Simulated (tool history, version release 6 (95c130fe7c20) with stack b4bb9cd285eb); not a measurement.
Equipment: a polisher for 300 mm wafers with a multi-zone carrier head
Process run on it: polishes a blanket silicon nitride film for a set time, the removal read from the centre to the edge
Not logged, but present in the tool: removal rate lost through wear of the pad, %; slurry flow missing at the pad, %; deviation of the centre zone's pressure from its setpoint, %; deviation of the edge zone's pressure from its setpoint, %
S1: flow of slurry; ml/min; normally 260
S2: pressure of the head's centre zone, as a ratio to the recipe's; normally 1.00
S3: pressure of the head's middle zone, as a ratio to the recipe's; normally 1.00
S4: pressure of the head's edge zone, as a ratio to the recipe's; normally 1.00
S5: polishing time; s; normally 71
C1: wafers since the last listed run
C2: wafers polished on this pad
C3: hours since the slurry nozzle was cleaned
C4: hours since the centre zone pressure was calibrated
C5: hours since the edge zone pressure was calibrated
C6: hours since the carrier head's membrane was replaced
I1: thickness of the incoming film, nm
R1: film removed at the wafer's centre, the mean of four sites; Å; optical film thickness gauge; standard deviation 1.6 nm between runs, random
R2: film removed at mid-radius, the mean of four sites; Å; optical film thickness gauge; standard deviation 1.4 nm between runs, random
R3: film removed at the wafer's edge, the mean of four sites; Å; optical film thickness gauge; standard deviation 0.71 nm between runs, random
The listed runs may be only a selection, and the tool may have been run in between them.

Run 1, hour 0.0: usual settings but S2 1.09; C1 0; C2 1118; C3 290.4; C4 372.1; C5 810.3; C6 1799.6; I1 559.2. Result: R1 1134 Å, R2 1023 Å, R3 1024 Å.
At hour 7.1: worn pad replaced by a new one.
At hour 10.9: slurry nozzle cleaned.
Run 2, hour 35.0: usual settings but S2 1.09; C1 362; C2 324; C3 24.1; C4 407.1; C5 845.3; C6 1834.6; I1 560.1. Result: R1 1176 Å, R2 1086 Å, R3 1062 Å.
Run 3, hour 49.4: usual settings; C1 173; C2 498; C3 38.5; C4 421.5; C5 859.7; C6 1849.0; I1 566.4. Result: R1 1070 Å, R2 1048 Å, R3 1057 Å.
Run 4, hour 74.5: usual settings; C1 303; C2 801; C3 63.6; C4 446.6; C5 884.8; C6 1874.1; I1 563.4. Result: R1 1060 Å, R2 1024 Å, R3 1026 Å.
At hour 85.9: worn pad replaced by a new one.
Run 5, hour 99.6: usual settings; C1 254; C2 164; C3 88.7; C4 471.7; C5 909.9; C6 1899.2; I1 565.0. Result: R1 1166 Å, R2 1087 Å, R3 1110 Å.
Run 6, hour 135.0: usual settings; C1 427; C2 592; C3 124.1; C4 507.1; C5 945.3; C6 1934.6; I1 564.2. Result: R1 1072 Å, R2 1028 Å, R3 1041 Å.
At hour 143.9: carrier head's membrane replaced by a new one.
At hour 169.8: worn pad replaced by a new one.
Run 7, hour 170.3: usual settings; C1 317; C2 6; C3 159.4; C4 542.4; C5 980.6; C6 26.4; I1 548.4. Result: R1 1181 Å, R2 1173 Å, R3 1150 Å.
Run 8, hour 198.5: usual settings; C1 340; C2 346; C3 187.6; C4 570.6; C5 1008.8; C6 54.6; I1 549.5. Result: R1 1108 Å, R2 1065 Å, R3 1058 Å.
Run 9, hour 218.9: usual settings but S1 325 ml/min; C1 246; C2 593; C3 208.0; C4 591.0; C5 1029.2; C6 75.0; I1 561.0. Result: R1 1079 Å, R2 1025 Å, R3 1053 Å.
Run 10, hour 233.8: usual settings but S2 1.03, S3 0.88; C1 179; C2 772; C3 222.9; C4 605.9; C5 1044.1; C6 89.9; I1 557.4. Result: R1 1112 Å, R2 937 Å, R3 1030 Å.
At hour 255.1: worn pad replaced by a new one.
Run 11, hour 255.6: usual settings but S2 1.04, S4 1.04; C1 214; C2 5; C3 244.7; C4 627.7; C5 1065.9; C6 111.7; I1 555.9. Result: R1 1234 Å, R2 1168 Å, R3 1175 Å.
At hour 270.2: edge zone pressure recalibrated.
Run 12, hour 281.9: usual settings; C1 293; C2 299; C3 271.0; C4 654.0; C5 11.7; C6 138.0; I1 550.8. Result: R1 1135 Å, R2 1081 Å, R3 1067 Å.
Run 13, hour 294.4: usual settings; C1 150; C2 450; C3 283.5; C4 666.5; C5 24.2; C6 150.5; I1 560.5. Result: R1 1086 Å, R2 1061 Å, R3 1048 Å.
At hour 305.8: centre zone pressure recalibrated.
Run 14, hour 307.6: usual settings but S1 230 ml/min, S2 0.92; C1 135; C2 585; C3 296.7; C4 1.8; C5 37.4; C6 163.7; I1 557.6. Result: R1 989 Å, R2 1011 Å, R3 1017 Å.
Run 15, hour 332.3: usual settings but S1 335 ml/min, S3 0.88, S4 1.06, S5 56 s; C1 298; C2 883; C3 321.4; C4 26.5; C5 62.1; C6 188.4; I1 554.8. Result: R1 862 Å, R2 759 Å, R3 843 Å.
At hour 339.1: worn pad replaced by a new one.
At hour 341.0: slurry nozzle cleaned.
Run 16, hour 361.5: usual settings but S2 1.07, S3 0.90, S4 1.09, S5 88 s; C1 292; C2 258; C3 20.5; C4 55.7; C5 91.3; C6 217.6; I1 552.0. Result: R1 1500 Å, R2 1252 Å, R3 1401 Å.
Run 17, hour 394.0: usual settings but S2 1.05; C1 392; C2 650; C3 53.0; C4 88.2; C5 123.8; C6 250.1; I1 552.9. Result: R1 1130 Å, R2 1036 Å, R3 1031 Å.
Run 18, hour 421.6: usual settings but S1 310 ml/min, S2 0.93, S3 0.92; C1 333; C2 984; C3 80.6; C4 115.8; C5 151.4; C6 277.7; I1 559.6. Result: R1 983 Å, R2 988 Å, R3 1033 Å.
At hour 439.5: worn pad replaced by a new one.
Run 19, hour 440.0: usual settings but S2 1.05, S4 1.09, S5 89 s; C1 173; C2 5; C3 99.0; C4 134.2; C5 169.8; C6 296.1; I1 548.7. Result: R1 1549 Å, R2 1455 Å, R3 1502 Å.

What if the next run were any one of these 5? Each begins from the tool's condition after run 19:
Run A, hour 440.4: usual settings but S5 87 s; C1 4; C2 10; C3 99.4; C4 134.6; C5 170.2; C6 296.5; I1 553.0. Result: R1 ?, R2 ?, R3 ?.
Run B, hour 440.4: usual settings but S2 1.10, S3 1.04; C1 4; C2 10; C3 99.4; C4 134.6; C5 170.2; C6 296.5; I1 553.0. Result: R1 ?, R2 ?, R3 ?.
Run C, hour 440.4: usual settings but S2 1.04, S5 88 s; C1 4; C2 10; C3 99.4; C4 134.6; C5 170.2; C6 296.5; I1 553.0. Result: R1 ?, R2 ?, R3 ?.
Run D, hour 440.4: usual settings but S3 1.09; C1 4; C2 10; C3 99.4; C4 134.6; C5 170.2; C6 296.5; I1 553.0. Result: R1 ?, R2 ?, R3 ?.
Run E, hour 440.4: usual settings but S2 0.93, S4 1.05, S5 88 s; C1 4; C2 10; C3 99.4; C4 134.6; C5 170.2; C6 296.5; I1 553.0. Result: R1 ?, R2 ?, R3 ?.

run    R1    R2    R3
  A  1446  1409  1423
  B  1299  1180  1160
  C  1521  1425  1439
  D  1180  1218  1160
  E  1359  1426  1474
Without the tool's unlogged condition, the same runs would have read:
run    R1    R2    R3
  A  1457  1420  1433
  B  1309  1189  1169
  C  1533  1436  1450
  D  1189  1227  1169
  E  1369  1437  1485
